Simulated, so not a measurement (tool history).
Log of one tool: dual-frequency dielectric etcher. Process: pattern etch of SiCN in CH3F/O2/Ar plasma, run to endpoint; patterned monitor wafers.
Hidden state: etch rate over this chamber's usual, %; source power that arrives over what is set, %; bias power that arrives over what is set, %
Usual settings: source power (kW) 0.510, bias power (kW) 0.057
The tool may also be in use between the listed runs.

run	day	source power (kW)	bias power (kW)	wafers since the last listed run	hours since the last wet clean	hours since the last source power generator calibration	hours since the last bias power generator calibration	hours since the last upper electrode change	incoming incoming film thickness, nm	endpoint time (s)
1	0.000	0.510	0.057	0	132.1	880.4	3169.6	5945.2	13.82	38.1
2	3.954	0.510	0.057	2020	227.0	975.3	3264.5	6040.1	13.87	37.7
3	8.404	0.510	0.057	2273	333.8	1082.1	3371.3	6146.9	13.88	37.6
4	10.196	0.510	0.051	915	376.8	1125.1	3414.3	6189.9	13.68	38.7
# day 19.733: upper electrode replaced
5	20.696	0.510	0.051	4853	628.8	1377.1	3666.3	23.1	13.81	38.2
# day 23.229: wet clean of the chamber
6	24.088	0.510	0.051	1221	20.6	1458.5	3747.7	104.5	13.86	39.5
7	26.538	0.560	0.065	1251	79.4	1517.3	3806.5	163.3	13.93	35.2
8	30.654	0.560	0.065	2103	178.2	1616.1	3905.3	262.1	13.92	34.6
9	32.675	0.560	0.065	1032	226.7	1664.6	3953.8	310.6	13.80	34.4
10	35.617	0.510	0.054	1502	297.3	1735.2	4024.4	381.2	13.67	37.5
11	39.792	0.570	0.064	2133	397.5	1835.4	4124.6	481.4	13.73	34.1
12	43.779	0.510	0.057	2037	493.2	1931.1	4220.3	577.1	13.75	36.7
13	45.646	0.510	0.057	953	538.0	1975.9	4265.1	621.9	13.83	36.6
# day 48.729: bias power generator calibrated
14	48.938	0.620	0.057	1596	617.0	2054.9	5.0	700.9	13.75	34.1
15	50.962	0.440	0.049	1034	665.6	2103.5	53.6	749.5	13.84	39.9
16	53.833	0.610	0.053	1466	734.5	2172.4	122.5	818.4	13.84	35.1
# day 54.542: source power generator calibrated
# day 57.850: wet clean of the chamber
17	57.871	0.510	0.057	1466	0.5	79.9	219.4	915.3	13.92	38.3
18	60.729	0.580	0.061	1460	69.1	148.5	288.0	983.9	13.72	35.2
19	62.908	0.410	0.068	1113	121.4	200.8	340.3	1036.2	13.79	37.4
20	64.842	0.630	0.070	987	167.8	247.2	386.7	1082.6	13.97	32.9
21	68.225	0.510	0.051	1728	249.0	328.4	467.9	1163.8	13.91	39.3
22	70.304	0.600	0.064	1062	298.9	378.3	517.8	1213.7	13.72	33.7
23	73.283	0.510	0.057	1522	370.4	449.8	589.3	1285.2	13.70	36.8
24	75.762	0.510	0.057	1266	429.9	509.3	648.8	1344.7	13.88	37.5
25	78.575	0.510	0.057	1436	497.4	576.8	716.3	1412.2	13.75	36.7
26	80.783	0.510	0.049	1128	550.4	629.8	769.3	1465.2	13.78	38.6
27	83.846	0.550	0.045	1564	623.9	703.3	842.8	1538.7	13.84	39.0
# day 91.138: wet clean of the chamber
28	92.979	0.510	0.057	4155	44.2	922.5	1062.0	1757.9	13.79	37.7
29	96.462	0.510	0.057	1779	127.8	1006.1	1145.6	1841.5	13.78	37.8
30	98.492	0.610	0.043	1036	176.5	1054.8	1194.3	1890.2	13.60	39.0
31	100.442	0.510	0.057	996	223.3	1101.6	1241.1	1937.0	13.86	37.7
32	107.504	0.590	0.045	3608	392.8	1271.1	1410.6	2106.5	13.88	38.8
33	119.450	0.400	0.050	6103	679.5	1557.8	1697.3	2393.2	13.93	41.3
34	123.392	0.610	0.065	2013	774.1	1652.4	1791.9	2487.8	13.69	32.3

The same runs without the tool's hidden state, with the same run-to-run variation:
run	endpoint time (s)
1	38.3
2	38.1
3	38.2
4	39.5
5	39.6
6	39.9
7	35.7
8	35.4
9	35.3
10	38.7
11	35.3
12	38.3
13	38.3
14	35.8
15	42.1
16	37.2
17	38.4
18	35.5
19	37.9
20	33.3
21	40.1
22	34.5
23	37.9
24	38.7
25	38.1
26	40.1
27	40.8
28	37.9
29	38.2
30	39.5
31	38.4
32	40.0
33	43.3
34	34.1
